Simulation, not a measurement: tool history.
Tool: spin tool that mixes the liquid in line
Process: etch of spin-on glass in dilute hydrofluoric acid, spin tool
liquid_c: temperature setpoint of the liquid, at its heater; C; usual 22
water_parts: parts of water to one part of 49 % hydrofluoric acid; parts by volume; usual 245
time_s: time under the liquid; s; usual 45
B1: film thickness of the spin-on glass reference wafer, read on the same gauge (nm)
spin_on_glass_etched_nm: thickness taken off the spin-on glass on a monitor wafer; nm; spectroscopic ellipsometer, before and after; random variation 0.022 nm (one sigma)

{"run": 1, "hour": 0.0, "liquid_c": 23.5, "water_parts": 245, "time_s": 30, "B1": 109.98, "spin_on_glass_etched_nm": 3.93}
{"hour": 72.5, "done": "hydrofluoric acid flow meter replaced"}
{"run": 2, "hour": 73.0, "liquid_c": 23.5, "water_parts": 245, "time_s": 30, "B1": 110, "spin_on_glass_etched_nm": 3.85}
{"run": 3, "hour": 122.0, "liquid_c": 23.5, "water_parts": 245, "time_s": 30, "B1": 110, "spin_on_glass_etched_nm": 3.89}
{"run": 4, "hour": 146.7, "liquid_c": 22, "water_parts": 245, "time_s": 45, "B1": 109.99, "spin_on_glass_etched_nm": 5.56}
{"run": 5, "hour": 197.9, "liquid_c": 22, "water_parts": 245, "time_s": 45, "B1": 110, "spin_on_glass_etched_nm": 5.57}
{"run": 6, "hour": 233.3, "liquid_c": 22, "water_parts": 190, "time_s": 65, "B1": 110, "spin_on_glass_etched_nm": 10.93}
{"run": 7, "hour": 295.1, "liquid_c": 22, "water_parts": 190, "time_s": 65, "B1": 110, "spin_on_glass_etched_nm": 10.99}
{"run": 8, "hour": 332.8, "liquid_c": 22, "water_parts": 290, "time_s": 55, "B1": 110, "spin_on_glass_etched_nm": 5.53}
{"hour": 356.5, "done": "gauge calibrated"}
{"run": 9, "hour": 385.7, "liquid_c": 22, "water_parts": 245, "time_s": 45, "B1": 109.99, "spin_on_glass_etched_nm": 5.58}
{"run": 10, "hour": 416.7, "liquid_c": 22, "water_parts": 245, "time_s": 45, "B1": 109.98, "spin_on_glass_etched_nm": 5.58}
{"hour": 458.1, "done": "thermometer replaced"}
{"run": 11, "hour": 462.9, "liquid_c": 20, "water_parts": 245, "time_s": 35, "B1": 109.99, "spin_on_glass_etched_nm": 4.04}
{"run": 12, "hour": 490.2, "liquid_c": 22, "water_parts": 245, "time_s": 45, "B1": 110, "spin_on_glass_etched_nm": 5.64}
{"run": 13, "hour": 532.2, "liquid_c": 26, "water_parts": 245, "time_s": 30, "B1": 110, "spin_on_glass_etched_nm": 4.34}
{"hour": 539.3, "done": "hydrofluoric acid flow meter replaced"}
{"run": 14, "hour": 585.8, "liquid_c": 19.5, "water_parts": 315, "time_s": 30, "B1": 110.01, "spin_on_glass_etched_nm": 2.45}
{"run": 15, "hour": 776.4, "liquid_c": 22, "water_parts": 355, "time_s": 45, "B1": 110.02, "spin_on_glass_etched_nm": 3.46}

Forecast each of these 3 alternatives for the next run:
{"run": "A", "hour": 776.8, "liquid_c": 22, "water_parts": 245, "time_s": 45, "B1": "?", "spin_on_glass_etched_nm": "?"}
{"run": "B", "hour": 776.8, "liquid_c": 22, "water_parts": 180, "time_s": 45, "B1": "?", "spin_on_glass_etched_nm": "?"}
{"run": "C", "hour": 776.8, "liquid_c": 22, "water_parts": 330, "time_s": 45, "B1": "?", "spin_on_glass_etched_nm": "?"}

run=A B1=110.03 spin_on_glass_etched_nm=5.6
run=B B1=110.03 spin_on_glass_etched_nm=8.13
run=C B1=110.03 spin_on_glass_etched_nm=3.84
Without the tool's hidden state the same runs would have given:
run=A spin_on_glass_etched_nm=5.53
run=B spin_on_glass_etched_nm=8.05
run=C spin_on_glass_etched_nm=3.79
